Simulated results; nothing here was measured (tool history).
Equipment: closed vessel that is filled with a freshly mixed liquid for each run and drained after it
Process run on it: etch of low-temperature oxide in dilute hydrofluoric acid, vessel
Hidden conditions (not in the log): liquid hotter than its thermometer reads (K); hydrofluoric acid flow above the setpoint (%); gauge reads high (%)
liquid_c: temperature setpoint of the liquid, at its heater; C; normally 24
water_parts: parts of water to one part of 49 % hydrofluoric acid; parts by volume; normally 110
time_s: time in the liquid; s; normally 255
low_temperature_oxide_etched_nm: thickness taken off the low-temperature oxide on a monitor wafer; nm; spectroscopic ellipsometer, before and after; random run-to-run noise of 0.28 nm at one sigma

run	hour	liquid_c	water_parts	time_s	wafers since the last listed run	hours since the thermometer was replaced	hours since the hydrofluoric acid flow meter was replaced	hours since the gauge calibration	read-back film thickness of the low-temperature oxide reference wafer, read on the same gauge (nm)	low_temperature_oxide_etched_nm
1	0	24	110	255	0	2421.6	197.9	307.6	30.01	36.27
2	12.4	24	110	255	907	2434	210.3	320	30.01	36
3	43.7	24	110	255	2290	2465.3	241.6	351.3	29.98	36.73
4	95.9	24	110	255	3819	2517.5	293.8	403.5	30.04	36.77
5	119.2	26	110	255	1704	2540.8	317.1	426.8	30	39.31
6	155.2	24	110	255	2634	2576.8	353.1	462.8	30.04	36.21
7	176.1	24	110	255	1529	2597.7	374	483.7	30.03	36.31
8	201.2	24	110	255	1836	2622.8	399.1	508.8	30	35.8
9	217.3	24	110	255	1178	2638.9	415.2	524.9	30.02	36.3
10	230.9	24	110	255	995	2652.5	428.8	538.5	30.04	36.26
11	247.6	24	110	255	1222	2669.2	445.5	555.2	29.99	36.46
12	275.1	24	110	255	2012	2696.7	473	582.7	29.95	37.36
13	303.3	24	110	255	2063	2724.9	501.2	610.9	29.98	36.55
# hour 308.2: hydrofluoric acid flow meter replaced
14	329.3	24	110	320	1829	2750.9	21.1	636.9	30	45.96
15	342.8	29	80	390	987	2764.4	34.6	650.4	29.98	97.51
16	371.8	27	70	120	2122	2793.4	63.6	679.4	29.99	32.67
# hour 374: thermometer replaced
17	404.3	24	110	255	2305	30.3	96.1	711.9	30.04	33.94
18	430.8	24	110	255	1939	56.8	122.6	738.4	30.01	33.52
19	445.7	24	110	255	1090	71.7	137.5	753.3	29.93	33.93
20	471.4	24	110	320	1880	97.4	163.2	779	29.96	43
21	504.9	22.5	65	325	2451	130.9	196.7	812.5	30.02	72.48
22	529.8	19.5	65	360	1822	155.8	221.6	837.4	30.02	70.7
23	549.5	24	110	255	1441	175.5	241.3	857.1	30	33.88
24	567.1	29	80	390	1287	193.1	258.9	874.7	30.03	90.46
# hour 585.7: gauge calibrated
25	592.6	24	65	160	1865	218.6	284.4	6.9	29.98	38.6
26	612.4	24	110	255	1448	238.4	304.2	26.7	30	33.76
27	641.4	24	110	305	2122	267.4	333.2	55.7	29.99	40.31
28	661.5	27.5	80	180	1470	287.5	353.3	75.8	30	39.79
29	677.1	24	110	110	1141	303.1	368.9	91.4	30.01	14.53
30	695.7	24	95	255	1361	321.7	387.5	110	29.97	40.24
31	728	22	110	255	2363	354	419.8	142.3	29.94	31.55
# hour 759.6: hydrofluoric acid flow meter replaced
32	760.1	24	110	380	2275	386.1	0.5	174.4	30	51.27
33	793.7	24	110	255	2458	419.7	34.1	208	29.93	34.26

Each row is a separate what-if for the run after 33, all from the same tool condition, not one after another. Results?
A	794.4	24	165	255	51	420.4	34.8	208.7	?	?
B	794.4	21.5	90	315	51	420.4	34.8	208.7	?	?
C	794.4	27	110	405	51	420.4	34.8	208.7	?	?

run	read-back film thickness of the low-temperature oxide reference wafer, read on the same gauge (nm)	low_temperature_oxide_etched_nm
A	29.98	21.37
B	29.98	47.9
C	29.98	60.99
With no hidden state in the tool, these same runs would have given:
run	low_temperature_oxide_etched_nm
A	20.83
B	46.59
C	59.43
